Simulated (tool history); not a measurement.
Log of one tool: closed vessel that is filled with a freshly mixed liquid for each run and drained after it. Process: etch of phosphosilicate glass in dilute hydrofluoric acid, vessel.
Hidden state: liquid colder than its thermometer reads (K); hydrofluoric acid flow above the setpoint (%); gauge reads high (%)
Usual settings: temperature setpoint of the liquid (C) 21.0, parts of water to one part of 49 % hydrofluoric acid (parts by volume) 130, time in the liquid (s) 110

run	hour	temperature setpoint of the liquid (C)	parts of water to one part of 49 % hydrofluoric acid (parts by volume)	time in the liquid (s)	wafers since the last listed run	hours since the thermometer was replaced	hours since the hydrofluoric acid flow meter was replaced	hours since the gauge calibration	read-back film thickness of the phosphosilicate glass reference wafer, read on the same gauge (nm)	thickness taken off the phosphosilicate glass on a monitor wafer (angstrom)
1	0.0	21.0	130	110	0	662.9	1120.3	517.2	120.01	443.1
2	7.5	21.0	130	110	660	670.4	1127.8	524.7	119.98	437.7
3	21.9	21.0	130	110	1268	684.8	1142.2	539.1	120.02	428.8
4	37.5	17.0	130	110	1374	700.4	1157.8	554.7	120.01	365.3
5	43.6	17.0	130	110	537	706.5	1163.9	560.8	120.02	365.8
6	57.9	21.0	130	110	1259	720.8	1178.2	575.1	120.00	424.6
7	71.1	21.0	130	110	1162	734.0	1191.4	588.3	120.01	424.8
8	81.1	21.0	130	110	880	744.0	1201.4	598.3	119.98	432.7
9	89.2	21.0	130	110	713	752.1	1209.5	606.4	119.99	436.7
10	136.8	21.0	130	110	4193	799.7	1257.1	654.0	119.99	425.8
11	150.8	18.5	130	110	1233	813.7	1271.1	668.0	120.00	389.2
12	168.1	18.5	130	110	1524	831.0	1288.4	685.3	120.00	394.4
# hour 176.1: hydrofluoric acid flow meter replaced
13	179.7	23.0	100	140	933	842.6	3.6	696.9	120.01	810.1
14	193.0	18.0	115	140	1171	855.9	16.9	710.2	120.00	552.8
15	202.3	19.0	160	110	819	865.2	26.2	719.5	120.00	312.6
16	218.6	24.5	130	110	1435	881.5	42.5	735.8	120.00	489.6
17	230.0	21.0	130	110	1004	892.9	53.9	747.2	119.99	426.9

The next listed run, before its measurement:
# hour 238.7: gauge calibrated
18	268.0	21.0	130	160	3347	930.9	91.9	29.3	?	?

Run 18 gave read-back film thickness of the phosphosilicate glass reference wafer, read on the same gauge (nm) 120.00, thickness taken off the phosphosilicate glass on a monitor wafer (angstrom) 612.5.
Without the tool's hidden state the same run would have given thickness taken off the phosphosilicate glass on a monitor wafer (angstrom) 677.5.

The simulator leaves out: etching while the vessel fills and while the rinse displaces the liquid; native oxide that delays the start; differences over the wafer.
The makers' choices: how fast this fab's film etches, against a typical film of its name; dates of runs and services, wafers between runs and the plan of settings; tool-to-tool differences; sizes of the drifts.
